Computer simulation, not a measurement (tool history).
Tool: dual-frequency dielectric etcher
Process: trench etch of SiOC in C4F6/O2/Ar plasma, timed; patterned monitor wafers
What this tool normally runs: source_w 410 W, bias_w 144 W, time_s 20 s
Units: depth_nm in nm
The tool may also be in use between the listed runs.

run    hour  source_w  bias_w  time_s  wafers since the last listed run  hours since the last wet clean  hours since the last source power generator calibration  hours since the last bias power generator calibration  hours since the last upper electrode change  hours since the gauge calibration  read-back reference wafer on the same gauge, depth_nm  depth_nm
  1       0       410     144      20                                 0                           303.3                                                     3667                                                 3648.9                                       1713.7                              559.1                                                  36.54     42.13
  2    55.9       470     144      20                               861                           359.2                                                   3722.9                                                 3704.8                                       1769.6                                615                                                   36.6     44.93
         99  -- wet clean of the chamber
  3   121.4       470     144      20                               639                            22.4                                                   3788.4                                                 3770.3                                       1835.1                              680.5                                                   36.6     43.87
  4   156.8       410     144      20                               545                            57.8                                                   3823.8                                                 3805.7                                       1870.5                              715.9                                                  36.63     41.61
  5   223.5       410     144      20                              1027                           124.5                                                   3890.5                                                 3872.4                                       1937.2                              782.6                                                  36.59     41.45
  6   276.1       410     144      20                               810                           177.1                                                   3943.1                                                   3925                                       1989.8                              835.2                                                  36.56     41.78
  7   312.1       410     144      20                               554                           213.1                                                   3979.1                                                   3961                                       2025.8                              871.2                                                  36.64     41.32
      337.8  -- source power generator calibrated
  8   372.7       410     144      20                               872                           273.7                                                     34.9                                                 4021.6                                       2086.4                              931.8                                                  36.61     41.84
  9   401.3       410     144      20                               440                           302.3                                                     63.5                                                 4050.2                                         2115                              960.4                                                  36.63     42.44
      464.9  -- wet clean of the chamber
 10   465.4       410     144      20                               617                             0.5                                                    127.6                                                 4114.3                                       2179.1                             1024.5                                                  36.61     40.84
 11   500.6       410     144      20                               542                            35.7                                                    162.8                                                 4149.5                                       2214.3                             1059.7                                                  36.57      41.2
      507.1  -- bias power generator calibrated
 12     526       410     144      20                               329                            61.1                                                    188.2                                                   18.9                                       2239.7                             1085.1                                                  36.56     41.43
 13   581.7       410     144      20                               858                           116.8                                                    243.9                                                   74.6                                       2295.4                             1140.8                                                  36.61     41.41
 14   641.9       410     161    17.5                               927                             177                                                    304.1                                                  134.8                                       2355.6                               1201                                                  36.66     37.85
 15   681.9       440     144      26                               616                             217                                                    344.1                                                  174.8                                       2395.6                               1241                                                  36.59     55.89
 16   735.2       410     120      23                               821                           270.3                                                    397.4                                                  228.1                                       2448.9                             1294.3                                                  36.56     45.46
 17   805.9       430     144    24.5                              1089                             341                                                    468.1                                                  298.8                                       2519.6                               1365                                                  36.66     53.06
      877.2  -- wet clean of the chamber
 18   877.7       490     144      23                               736                             0.5                                                    539.9                                                  370.6                                       2591.4                             1436.8                                                  36.58     51.66
        916  -- upper electrode replaced
      917.1  -- gauge calibrated
 19   935.2       370     176      22                               516                              58                                                    597.4                                                  428.1                                         19.2                               18.1                                                  36.61     46.17
 20   997.1       440     144      22                               953                           119.9                                                    659.3                                                    490                                         81.1                                 80                                                   36.6     46.71
 21  1066.9       500     129      17                              1075                           189.7                                                    729.1                                                  559.8                                        150.9                              149.8                                                  36.61     37.47
 22  1108.7       330     125      15                               644                           231.5                                                    770.9                                                  601.6                                        192.7                              191.6                                                  36.59     27.18
 23  1135.9       470     178      20                               419                           258.7                                                    798.1                                                  628.8                                        219.9                              218.8                                                  36.59     47.46
 24  1184.7       380     165    14.5                               751                           307.5                                                    846.9                                                  677.6                                        268.7                              267.6                                                   36.6      30.8
 25  1228.9       410     144      20                               681                           351.7                                                    891.1                                                  721.8                                        312.9                              311.8                                                  36.65     42.14
 26  1262.2       380     121    23.5                               513                             385                                                    924.4                                                  755.1                                        346.2                              345.1                                                  36.63     45.69
       1288  -- wet clean of the chamber
 27  1328.8       330     122      20                               656                            40.8                                                      991                                                  821.7                                        412.8                              411.7                                                  36.57     35.58
 28  1386.5       360     178      25                               889                            98.5                                                   1048.7                                                  879.4                                        470.5                              469.4                                                   36.6     52.03
 29  1443.3       330     125      15                               875                           155.3                                                   1105.5                                                  936.2                                        527.3                              526.2                                                   36.6     26.67
 30  1503.9       410     144      20                               933                           215.9                                                   1166.1                                                  996.8                                        587.9                              586.8                                                  36.63     41.95

Give the tool's hidden conditions for every run:
source power that arrives over what is set, %: 0 in every run
bias power that arrives over what is set, %: 0 in every run
gauge reads high (%): 0 in every run
H1: etch rate over this chamber's usual, %
run        H1
  1      2.69
  2      3.22
  3     0.316
  4      0.65
  5      1.28
  6      1.78
  7      2.12
  8      2.69
  9      2.96
 10    0.0495
 11     0.382
 12     0.621
 13      1.15
 14      1.71
 15      2.09
 16       2.6
 17      3.26
 18    -0.549
 19  -0.00607
 20     0.578
 21      1.24
 22      1.63
 23      1.89
 24      2.35
 25      2.76
 26      3.08
 27     0.207
 28     0.751
 29      1.29
 30      1.86
